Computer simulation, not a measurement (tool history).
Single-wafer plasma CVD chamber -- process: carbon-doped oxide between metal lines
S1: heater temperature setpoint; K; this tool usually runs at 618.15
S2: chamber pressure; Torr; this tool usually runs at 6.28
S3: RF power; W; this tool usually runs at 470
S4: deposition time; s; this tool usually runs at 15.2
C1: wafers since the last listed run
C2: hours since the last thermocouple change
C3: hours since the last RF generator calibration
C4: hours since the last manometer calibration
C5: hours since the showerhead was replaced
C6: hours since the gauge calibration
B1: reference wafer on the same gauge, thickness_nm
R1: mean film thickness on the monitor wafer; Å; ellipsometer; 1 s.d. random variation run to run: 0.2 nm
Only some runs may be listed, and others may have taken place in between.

run 1 hour=0.0 | S1=618.15 S2=5.41 S3=470 S4=16.0 | C1=0 C2=2429.5 C3=1578.9 C4=1981.1 C5=5869.4 C6=27.7 | B1=68.674 | R1=708.72
run 2 hour=29.6 | S1=618.15 S2=5.41 S3=470 S4=16.0 | C1=780 C2=2459.1 C3=1608.5 C4=2010.7 C5=5899.0 C6=57.3 | B1=68.593 | R1=704.02
run 3 hour=51.6 | S1=618.15 S2=5.41 S3=470 S4=16.0 | C1=580 C2=2481.1 C3=1630.5 C4=2032.7 C5=5921.0 C6=79.3 | B1=68.599 | R1=703.63
run 4 hour=77.4 | S1=618.15 S2=6.28 S3=470 S4=15.2 | C1=680 C2=2506.9 C3=1656.3 C4=2058.5 C5=5946.8 C6=105.1 | B1=68.680 | R1=678.63
run 5 hour=110.2 | S1=618.15 S2=6.28 S3=470 S4=15.2 | C1=865 C2=2539.7 C3=1689.1 C4=2091.3 C5=5979.6 C6=137.9 | B1=68.626 | R1=680.27
run 6 hour=128.7 | S1=618.15 S2=6.28 S3=470 S4=15.2 | C1=487 C2=2558.2 C3=1707.6 C4=2109.8 C5=5998.1 C6=156.4 | B1=68.648 | R1=681.34
run 7 hour=159.4 | S1=618.15 S2=6.28 S3=470 S4=15.2 | C1=809 C2=2588.9 C3=1738.3 C4=2140.5 C5=6028.8 C6=187.1 | B1=68.665 | R1=680.26
run 8 hour=177.8 | S1=618.15 S2=6.28 S3=495 S4=15.2 | C1=485 C2=2607.3 C3=1756.7 C4=2158.9 C5=6047.2 C6=205.5 | B1=68.642 | R1=696.52
run 9 hour=196.7 | S1=618.15 S2=6.28 S3=495 S4=15.2 | C1=498 C2=2626.2 C3=1775.6 C4=2177.8 C5=6066.1 C6=224.4 | B1=68.654 | R1=699.26
-- hour=209.4 showerhead replaced, of another model than before
run 10 hour=227.0 | S1=618.15 S2=6.28 S3=470 S4=15.2 | C1=588 C2=2656.5 C3=1805.9 C4=2208.1 C5=17.6 C6=254.7 | B1=68.707 | R1=651.71
run 11 hour=256.7 | S1=622.15 S2=5.14 S3=420 S4=12.6 | C1=783 C2=2686.2 C3=1835.6 C4=2237.8 C5=47.3 C6=284.4 | B1=68.629 | R1=463.78
run 12 hour=290.1 | S1=609.15 S2=5.04 S3=425 S4=15.2 | C1=880 C2=2719.6 C3=1869.0 C4=2271.2 C5=80.7 C6=317.8 | B1=68.545 | R1=585.80
-- hour=305.1 RF generator calibrated
-- hour=307.9 capacitance manometer re-zeroed and calibrated
-- hour=308.2 thermocouple changed; heater temperature recalibrated
run 13 hour=320.4 | S1=618.15 S2=4.75 S3=470 S4=13.3 | C1=504 C2=12.2 C3=15.3 C4=12.5 C5=111.0 C6=348.1 | B1=68.612 | R1=607.13
run 14 hour=348.5 | S1=618.15 S2=6.28 S3=470 S4=15.2 | C1=741 C2=40.3 C3=43.4 C4=40.6 C5=139.1 C6=376.2 | B1=68.513 | R1=705.31
run 15 hour=365.3 | S1=618.15 S2=7.34 S3=395 S4=15.2 | C1=443 C2=57.1 C3=60.2 C4=57.4 C5=155.9 C6=393.0 | B1=68.587 | R1=577.83
-- hour=385.1 gauge calibrated
run 16 hour=387.1 | S1=618.15 S2=6.28 S3=470 S4=15.2 | C1=574 C2=78.9 C3=82.0 C4=79.2 C5=177.7 C6=2.0 | B1=68.708 | R1=706.14
run 17 hour=448.6 | S1=618.15 S2=7.34 S3=470 S4=13.3 | C1=1622 C2=140.4 C3=143.5 C4=140.7 C5=239.2 C6=63.5 | B1=68.527 | R1=619.37
run 18 hour=483.4 | S1=618.15 S2=7.34 S3=470 S4=13.3 | C1=917 C2=175.2 C3=178.3 C4=175.5 C5=274.0 C6=98.3 | B1=68.572 | R1=623.23
run 19 hour=517.2 | S1=633.15 S2=5.23 S3=425 S4=14.0 | C1=891 C2=209.0 C3=212.1 C4=209.3 C5=307.8 C6=132.1 | B1=68.656 | R1=550.47
run 20 hour=538.2 | S1=614.15 S2=4.71 S3=380 S4=18.2 | C1=553 C2=230.0 C3=233.1 C4=230.3 C5=328.8 C6=153.1 | B1=68.584 | R1=646.86
run 21 hour=556.5 | S1=628.15 S2=6.28 S3=470 S4=17.4 | C1=482 C2=248.3 C3=251.4 C4=248.6 C5=347.1 C6=171.4 | B1=68.589 | R1=784.57

Alternative continuations, all from the tool just after run 21; predict every row:
run A hour=556.9 | S1=618.15 S2=6.28 S3=470 S4=15.2 | C1=10 C2=248.7 C3=251.8 C4=249.0 C5=347.5 C6=171.8 | B1=? | R1=?
run B hour=556.9 | S1=618.15 S2=7.23 S3=470 S4=16.4 | C1=10 C2=248.7 C3=251.8 C4=249.0 C5=347.5 C6=171.8 | B1=? | R1=?
run C hour=556.9 | S1=618.15 S2=6.28 S3=470 S4=13.5 | C1=10 C2=248.7 C3=251.8 C4=249.0 C5=347.5 C6=171.8 | B1=? | R1=?
run D hour=556.9 | S1=627.15 S2=6.28 S3=535 S4=15.2 | C1=10 C2=248.7 C3=251.8 C4=249.0 C5=347.5 C6=171.8 | B1=? | R1=?

run=A B1=68.640 R1=705.84
run=B B1=68.640 R1=765.73
run=C B1=68.640 R1=628.16
run=D B1=68.640 R1=777.79
Stripped of hidden state, with their random variation kept, the same runs would have yielded:
run=A R1=707.96
run=B R1=768.03
run=C R1=630.05
run=D R1=780.02
